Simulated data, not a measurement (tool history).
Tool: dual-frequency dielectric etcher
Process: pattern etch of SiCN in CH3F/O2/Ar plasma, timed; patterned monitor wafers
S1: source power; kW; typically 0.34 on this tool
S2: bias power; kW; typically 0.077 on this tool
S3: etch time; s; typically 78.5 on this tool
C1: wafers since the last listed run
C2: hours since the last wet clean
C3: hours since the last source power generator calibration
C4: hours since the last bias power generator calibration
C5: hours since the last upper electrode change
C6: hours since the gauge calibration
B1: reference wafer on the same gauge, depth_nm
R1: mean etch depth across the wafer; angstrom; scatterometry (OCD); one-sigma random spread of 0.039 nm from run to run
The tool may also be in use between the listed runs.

| run | hour | S1 | S2 | S3 | C1 | C2 | C3 | C4 | C5 | C6 | B1 | R1 |
|---|---|---|---|---|---|---|---|---|---|---|---|---|
| 1 | 0 | 0.34 | 0.077 | 78.5 | 0 | 472.4 | 4265.1 | 5246.6 | 2257.7 | 176.6 | 24.78 | 265.3 |
| 2 | 13.1 | 0.34 | 0.077 | 78.5 | 150 | 485.5 | 4278.2 | 5259.7 | 2270.8 | 189.7 | 24.8 | 265.6 |
| 3 | 33.1 | 0.34 | 0.077 | 78.5 | 230 | 505.5 | 4298.2 | 5279.7 | 2290.8 | 209.7 | 24.81 | 265.9 |
| 4 | 64 | 0.34 | 0.091 | 78.5 | 355 | 536.4 | 4329.1 | 5310.6 | 2321.7 | 240.6 | 24.79 | 285.2 |
| 5 | 83.7 | 0.34 | 0.091 | 78.5 | 226 | 556.1 | 4348.8 | 5330.3 | 2341.4 | 260.3 | 24.81 | 285.2 |
|  | 123.3 | wet clean of the chamber |
| 6 | 123.8 | 0.36 | 0.077 | 78.5 | 185 | 0.5 | 4388.9 | 5370.4 | 2381.5 | 300.4 | 24.8 | 266.5 |
|  | 141.7 | bias power generator calibrated |
| 7 | 147 | 0.34 | 0.077 | 78.5 | 221 | 23.7 | 4412.1 | 5.3 | 2404.7 | 323.6 | 24.8 | 261.3 |
|  | 174.4 | upper electrode replaced |
| 8 | 174.9 | 0.34 | 0.077 | 78.5 | 44 | 51.6 | 4440 | 33.2 | 0.5 | 351.5 | 24.8 | 261.4 |
| 9 | 184 | 0.34 | 0.077 | 78.5 | 104 | 60.7 | 4449.1 | 42.3 | 9.6 | 360.6 | 24.8 | 261.4 |
|  | 194.2 | gauge calibrated |
| 10 | 202.9 | 0.41 | 0.077 | 67 | 217 | 79.6 | 4468 | 61.2 | 28.5 | 8.7 | 24.79 | 240.5 |
|  | 217.9 | source power generator calibrated |
| 11 | 236.1 | 0.28 | 0.077 | 60 | 336 | 112.8 | 18.2 | 94.4 | 61.7 | 41.9 | 24.8 | 185.6 |
| 12 | 254.2 | 0.42 | 0.077 | 78.5 | 208 | 130.9 | 36.3 | 112.5 | 79.8 | 60 | 24.81 | 284.8 |
| 13 | 269.1 | 0.37 | 0.082 | 67.5 | 171 | 145.8 | 51.2 | 127.4 | 94.7 | 74.9 | 24.78 | 239.1 |
| 14 | 303.9 | 0.34 | 0.059 | 78.5 | 400 | 180.6 | 86 | 162.2 | 129.5 | 109.7 | 24.8 | 236.7 |
| 15 | 330.9 | 0.34 | 0.077 | 78.5 | 310 | 207.6 | 113 | 189.2 | 156.5 | 136.7 | 24.79 | 263.1 |
| 16 | 358.8 | 0.34 | 0.06 | 78.5 | 321 | 235.5 | 140.9 | 217.1 | 184.4 | 164.6 | 24.8 | 237.8 |

Below are 4 alternative next runs, each starting from the tool's condition after run 16. Predict each:
| A | 359.2 | 0.34 | 0.077 | 78.5 | 4 | 235.9 | 141.3 | 217.5 | 184.8 | 165 | ? | ? |
| B | 359.2 | 0.34 | 0.077 | 98.5 | 4 | 235.9 | 141.3 | 217.5 | 184.8 | 165 | ? | ? |
| C | 359.2 | 0.29 | 0.068 | 57.5 | 4 | 235.9 | 141.3 | 217.5 | 184.8 | 165 | ? | ? |
| D | 359.2 | 0.39 | 0.077 | 70.5 | 4 | 235.9 | 141.3 | 217.5 | 184.8 | 165 | ? | ? |

| run | B1 | R1 |
|---|---|---|
| A | 24.8 | 263.3 |
| B | 24.8 | 330.3 |
| C | 24.8 | 172.1 |
| D | 24.8 | 249.5 |
Without the tool's hidden state the same runs would have given:
| run | R1 |
|---|---|
| A | 260.2 |
| B | 326.5 |
| C | 170.1 |
| D | 246.6 |

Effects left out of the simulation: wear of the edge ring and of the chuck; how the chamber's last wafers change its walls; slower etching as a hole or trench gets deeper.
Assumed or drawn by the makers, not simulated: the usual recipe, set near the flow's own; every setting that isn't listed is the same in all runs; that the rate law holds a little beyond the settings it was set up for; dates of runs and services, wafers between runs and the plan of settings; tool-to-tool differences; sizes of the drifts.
